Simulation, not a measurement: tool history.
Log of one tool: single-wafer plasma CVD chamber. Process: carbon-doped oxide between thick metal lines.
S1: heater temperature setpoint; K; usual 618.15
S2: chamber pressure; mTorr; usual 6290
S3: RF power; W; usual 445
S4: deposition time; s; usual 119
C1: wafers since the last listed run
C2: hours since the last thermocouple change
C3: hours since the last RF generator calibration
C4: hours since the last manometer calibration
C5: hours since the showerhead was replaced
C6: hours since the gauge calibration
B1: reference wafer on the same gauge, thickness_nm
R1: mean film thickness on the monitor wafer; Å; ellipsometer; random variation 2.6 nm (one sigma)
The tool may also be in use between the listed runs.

run 1 day=0 | S1=618.15 S2=6290 S3=445 S4=119 | C1=0 C2=566.5 C3=1967.4 C4=969.9 C5=6300.8 C6=529.3 | B1=446.303 | R1=5007.42
run 2 day=2.217 | S1=618.15 S2=6290 S3=445 S4=119 | C1=673 C2=619.7 C3=2020.6 C4=1023.1 C5=6354 C6=582.5 | B1=447.074 | R1=4958.82
run 3 day=4.812 | S1=618.15 S2=6290 S3=445 S4=119 | C1=788 C2=682 C3=2082.9 C4=1085.4 C5=6416.3 C6=644.8 | B1=447.319 | R1=4972.29
run 4 day=11.921 | S1=618.15 S2=6290 S3=445 S4=119 | C1=2159 C2=852.6 C3=2253.5 C4=1256 C5=6586.9 C6=815.4 | B1=446.975 | R1=4966.25
run 5 day=13.533 | S1=618.15 S2=7410 S3=445 S4=119 | C1=489 C2=891.3 C3=2292.2 C4=1294.7 C5=6625.6 C6=854.1 | B1=445.722 | R1=5024.57
run 6 day=15.554 | S1=618.15 S2=6290 S3=445 S4=119 | C1=614 C2=939.8 C3=2340.7 C4=1343.2 C5=6674.1 C6=902.6 | B1=447.32 | R1=4952.78
-- day=16.904 showerhead replaced
run 7 day=18.221 | S1=618.15 S2=6290 S3=445 S4=119 | C1=708 C2=1003.8 C3=2404.7 C4=1407.2 C5=31.6 C6=966.6 | B1=447.493 | R1=4970.33
-- day=18.912 gauge calibrated
run 8 day=20.638 | S1=618.15 S2=6290 S3=445 S4=119 | C1=734 C2=1061.8 C3=2462.7 C4=1465.2 C5=89.6 C6=41.4 | B1=447.156 | R1=4957.17
-- day=22.704 RF generator calibrated
run 9 day=23.262 | S1=628.15 S2=6290 S3=405 S4=142 | C1=696 C2=1124.8 C3=13.4 C4=1528.2 C5=152.6 C6=104.4 | B1=446.37 | R1=5755.29
run 10 day=25.45 | S1=612.15 S2=6290 S3=445 S4=130 | C1=664 C2=1177.3 C3=65.9 C4=1580.7 C5=205.1 C6=156.9 | B1=447.269 | R1=5801.3
run 11 day=28.038 | S1=629.15 S2=6290 S3=490 S4=119 | C1=786 C2=1239.4 C3=128 C4=1642.8 C5=267.2 C6=219 | B1=447.359 | R1=5411.44
-- day=30.008 thermocouple changed; heater temperature recalibrated
run 12 day=30.029 | S1=612.15 S2=6290 S3=390 S4=119 | C1=503 C2=0.5 C3=175.8 C4=1690.6 C5=315 C6=266.8 | B1=447.271 | R1=4870.12
run 13 day=31.917 | S1=618.15 S2=6290 S3=445 S4=140 | C1=573 C2=45.8 C3=221.1 C4=1735.9 C5=360.3 C6=312.1 | B1=447.437 | R1=6167.97
-- day=33.025 capacitance manometer re-zeroed and calibrated
run 14 day=34.004 | S1=618.15 S2=6290 S3=445 S4=119 | C1=532 C2=95.9 C3=271.2 C4=23.5 C5=410.4 C6=362.2 | B1=446.064 | R1=5214.58
run 15 day=42.029 | S1=633.15 S2=5510 S3=495 S4=119 | C1=2438 C2=288.5 C3=463.8 C4=216.1 C5=603 C6=554.8 | B1=447.429 | R1=5307.62

Forecast each of these 5 alternatives for the next run:
run A day=42.046 | S1=618.15 S2=6290 S3=445 S4=119 | C1=5 C2=288.9 C3=464.2 C4=216.5 C5=603.4 C6=555.2 | B1=? | R1=?
run B day=42.046 | S1=611.15 S2=7700 S3=475 S4=119 | C1=5 C2=288.9 C3=464.2 C4=216.5 C5=603.4 C6=555.2 | B1=? | R1=?
run C day=42.046 | S1=610.15 S2=6290 S3=475 S4=107 | C1=5 C2=288.9 C3=464.2 C4=216.5 C5=603.4 C6=555.2 | B1=? | R1=?
run D day=42.046 | S1=623.15 S2=6290 S3=445 S4=142 | C1=5 C2=288.9 C3=464.2 C4=216.5 C5=603.4 C6=555.2 | B1=? | R1=?
run E day=42.046 | S1=627.15 S2=6290 S3=445 S4=119 | C1=5 C2=288.9 C3=464.2 C4=216.5 C5=603.4 C6=555.2 | B1=? | R1=?

run=A B1=446.767 R1=5238.89
run=B B1=446.767 R1=5658.61
run=C B1=446.767 R1=5039.26
run=D B1=446.767 R1=6154.04
run=E B1=446.767 R1=5104.24
Without the tool's hidden state the same runs would have given:
run=A R1=5296.89
run=B R1=5712.55
run=C R1=5087.3
run=D R1=6222.18
run=E R1=5160.75
